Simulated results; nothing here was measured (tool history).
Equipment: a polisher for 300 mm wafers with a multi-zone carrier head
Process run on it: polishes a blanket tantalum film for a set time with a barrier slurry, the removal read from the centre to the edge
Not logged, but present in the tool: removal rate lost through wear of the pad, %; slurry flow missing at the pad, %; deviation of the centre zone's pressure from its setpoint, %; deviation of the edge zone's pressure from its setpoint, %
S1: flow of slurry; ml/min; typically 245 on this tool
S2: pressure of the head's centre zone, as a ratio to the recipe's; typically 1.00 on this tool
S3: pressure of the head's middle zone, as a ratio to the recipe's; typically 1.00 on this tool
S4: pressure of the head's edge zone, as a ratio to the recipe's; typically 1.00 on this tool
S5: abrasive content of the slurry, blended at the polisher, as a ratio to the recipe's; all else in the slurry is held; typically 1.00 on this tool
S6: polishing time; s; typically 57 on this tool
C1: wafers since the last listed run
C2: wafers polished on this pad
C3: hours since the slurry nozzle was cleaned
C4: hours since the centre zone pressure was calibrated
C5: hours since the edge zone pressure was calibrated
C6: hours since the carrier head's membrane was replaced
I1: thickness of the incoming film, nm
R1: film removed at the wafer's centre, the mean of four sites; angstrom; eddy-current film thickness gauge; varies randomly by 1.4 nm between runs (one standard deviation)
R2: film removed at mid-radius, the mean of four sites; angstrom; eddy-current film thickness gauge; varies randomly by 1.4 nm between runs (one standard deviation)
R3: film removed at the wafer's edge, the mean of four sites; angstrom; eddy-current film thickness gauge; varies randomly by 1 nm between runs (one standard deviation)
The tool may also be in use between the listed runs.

run   hour   S1    S2    S3    S4    S5  S6   C1   C2     C3      C4     C5      C6     I1    R1    R2    R3
  1    0.0  245  1.04  1.00  1.00  1.00  57    0  317  463.4  1114.6  324.1  1407.1  440.6   961   918   902
  2   15.6  195  1.00  1.00  1.00  1.00  57  252  570  479.0  1130.2  339.7  1422.7  446.6   833   885   846
      21.8  -- worn pad replaced by a new one
  3   31.1  275  0.96  1.00  1.00  1.00  57  186  150  494.5  1145.7  355.2  1438.2  432.0   937  1032   994
  4   45.1  245  1.00  1.00  1.00  1.00  57  226  376  508.5  1159.7  369.2  1452.2  443.2   937   971   926
  5   56.2  285  1.00  1.00  1.00  1.00  51  179  556  519.6  1170.8  380.3  1463.3  437.6   819   870   840
      64.2  -- worn pad replaced by a new one
  6   71.6  245  1.00  1.00  1.00  1.00  57  184  120  535.0  1186.2  395.7  1478.7  435.0   946  1006   980
  7   79.4  245  1.00  1.00  1.00  1.00  57  126  246  542.8  1194.0  403.5  1486.5  442.2   939   961   931
      83.6  -- edge zone pressure recalibrated
  8   97.0  245  1.00  1.00  1.00  1.00  57  252  498  560.4  1211.6   13.4  1504.1  434.3   909   916   909
     105.3  -- worn pad replaced by a new one
  9  110.4  245  1.00  1.00  1.00  1.00  57  152   81  573.8  1225.0   26.8  1517.5  433.4   983  1017   999
     124.8  -- centre zone pressure recalibrated
 10  125.3  245  1.00  1.00  1.00  1.00  57  208  290  588.7     0.5   41.7  1532.4  445.8   941   964   949
     135.0  -- carrier head's membrane replaced by a new one, of another model than before
 11  140.3  295  1.00  0.89  1.00  1.00  57  161  452  603.7    15.5   56.7     5.3  437.7   923   834   938
     145.9  -- worn pad replaced by a new one
     150.3  -- slurry nozzle cleaned
 12  150.8  245  1.00  1.00  1.00  1.00  63   89   62    0.5    26.0   67.2    15.8  432.1  1079  1118  1093
 13  156.4  205  1.11  1.00  1.00  0.90  57   90  153    6.1    31.6   72.8    21.4  438.0   973   941   924
 14  165.1  245  1.00  1.00  1.00  0.70  37  140  294   14.8    40.3   81.5    30.1  446.7   550   565   558
 15  181.7  245  1.00  0.93  1.00  1.00  48  268  562   31.4    56.9   98.1    46.7  448.3   762   715   772
     187.3  -- worn pad replaced by a new one
 16  198.1  245  1.00  1.00  1.00  1.00  57  200  174   47.8    73.3  114.5    63.1  443.9   942  1005   954
 17  209.1  245  1.00  1.11  0.91  1.25  57  178  352   58.8    84.3  125.5    74.1  440.2   946  1149   945
     230.8  -- worn pad replaced by a new one
 18  231.4  245  1.00  1.11  1.00  1.00  57  296    8   81.1   106.6  147.8    96.4  433.6  1033  1203  1036

Branching from run 18: 4 alternative next runs. What would each branch give?
  A  231.8  245  1.00  1.00  1.00  1.00  57   6  15  81.5  107.0  148.2  96.8  447.5   ?   ?   ?
  B  231.8  245  1.00  1.00  1.07  1.00  57   6  15  81.5  107.0  148.2  96.8  447.5   ?   ?   ?
  C  231.8  195  1.00  1.00  1.06  0.90  43   6  15  81.5  107.0  148.2  96.8  447.5   ?   ?   ?
  D  231.8  245  1.00  1.00  1.00  1.15  57   6  15  81.5  107.0  148.2  96.8  447.5   ?   ?   ?

run    R1    R2    R3
  A  1012  1054  1031
  B  1012  1054  1049
  C   716   749   750
  D  1046  1090  1065
Had the tool no hidden state, the same runs would have come out as:
run    R1    R2    R3
  A  1021  1063  1040
  B  1021  1063  1058
  C   722   755   757
  D  1055  1099  1074

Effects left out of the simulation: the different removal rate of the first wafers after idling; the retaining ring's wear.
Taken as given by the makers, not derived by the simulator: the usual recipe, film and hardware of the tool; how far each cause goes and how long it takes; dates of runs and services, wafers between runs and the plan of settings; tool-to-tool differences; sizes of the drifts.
